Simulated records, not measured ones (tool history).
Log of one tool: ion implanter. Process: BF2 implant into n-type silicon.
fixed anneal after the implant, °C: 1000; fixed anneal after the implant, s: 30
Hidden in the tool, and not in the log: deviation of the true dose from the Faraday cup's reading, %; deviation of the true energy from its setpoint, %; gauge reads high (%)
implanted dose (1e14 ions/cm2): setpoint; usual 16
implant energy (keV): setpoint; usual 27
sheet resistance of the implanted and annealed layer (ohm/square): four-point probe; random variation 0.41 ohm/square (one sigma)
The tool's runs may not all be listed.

run     day  implanted dose (1e14 ions/cm2)  implant energy (keV)  wafers since the last listed run  hours since the last dose calibration  hours since the extraction supply was calibrated  hours since the gauge calibration  read-back reference wafer on the same gauge, sheet resistance  sheet resistance of the implanted and annealed layer (ohm/square)
  1       0                           17.94                    27                                 0                                     70                                            4475.1                                372                                                         131.93                                                             135.48
  2   1.821                           17.94                    27                               380                                  113.7                                            4518.8                              415.7                                                         132.06                                                             135.61
  3   7.388                              16                    27                              1162                                  247.3                                            4652.4                              549.3                                                         132.03                                                             136.81
  4   9.188                              16                    27                               375                                  290.5                                            4695.6                              592.5                                                         132.11                                                             137.14
     15.354  -- Faraday cup replaced and dose calibrated
     15.658  -- gauge calibrated
  5  17.338                              16                    27                              1632                                   47.6                                            4891.2                               40.3                                                         132.09                                                             137.46
  6  18.558                              16                  24.5                               254                                   76.9                                            4920.5                               69.6                                                         131.95                                                             142.97
  7  21.462                              16                    27                               606                                  146.6                                            4990.2                              139.3                                                         132.07                                                             137.34
  8  24.204                              16                    27                               572                                  212.4                                              5056                              205.1                                                         131.86                                                             136.45
  9  26.654                              16                    27                               511                                  271.2                                            5114.8                              263.9                                                          132.1                                                             136.59
     28.054  -- extraction supply calibrated
 10  29.575                           18.13                    21                               540                                  341.3                                              36.5                                334                                                         132.11                                                              150.2
 11  31.562                              16                    27                               415                                    389                                              84.2                              381.7                                                         132.05                                                             137.65
 12  33.108                           12.01                    27                               322                                  426.1                                             121.3                              418.8                                                         131.97                                                             147.52
 13  34.929                           17.81                    27                               380                                  469.8                                               165                              462.5                                                          132.1                                                             135.63
 14  36.296                           12.66                  33.5                               285                                  502.6                                             197.8                              495.3                                                         131.93                                                             131.87
 15  37.875                           13.94                    20                               329                                  540.5                                             235.7                              533.2                                                         131.83                                                             159.13
     39.146  -- Faraday cup replaced and dose calibrated
 16  39.858                           18.76                  18.5                               344                                   17.1                                             283.3                              580.8                                                         132.21                                                             157.66
 17  41.933                              16                    27                               433                                   66.9                                             333.1                              630.6                                                         131.95                                                             136.38
 18  43.504                              16                    27                               328                                  104.6                                             370.8                              668.3                                                         131.89                                                              137.1

Forecast each of these 5 alternatives for the next run:
  A  43.521                              16                    27                                 3                                    105                                             371.2                              668.7                                                              ?                                                                  ?
  B  43.521                              16                    22                                 3                                    105                                             371.2                              668.7                                                              ?                                                                  ?
  C  43.521                              16                    23                                 3                                    105                                             371.2                              668.7                                                              ?                                                                  ?
  D  43.521                           13.65                    27                                 3                                    105                                             371.2                              668.7                                                              ?                                                                  ?
  E  43.521                              16                  33.5                                 3                                    105                                             371.2                              668.7                                                              ?                                                                  ?

run  read-back reference wafer on the same gauge, sheet resistance  sheet resistance of the implanted and annealed layer (ohm/square)
  A                                                         131.88                                                             137.77
  B                                                         131.88                                                             150.31
  C                                                         131.88                                                             147.56
  D                                                         131.88                                                             141.98
  E                                                         131.88                                                             125.18
Without the tool's hidden state the same runs would have given:
run  sheet resistance of the implanted and annealed layer (ohm/square)
  A                                                             137.77
  B                                                             150.31
  C                                                             147.56
  D                                                             141.98
  E                                                             125.18
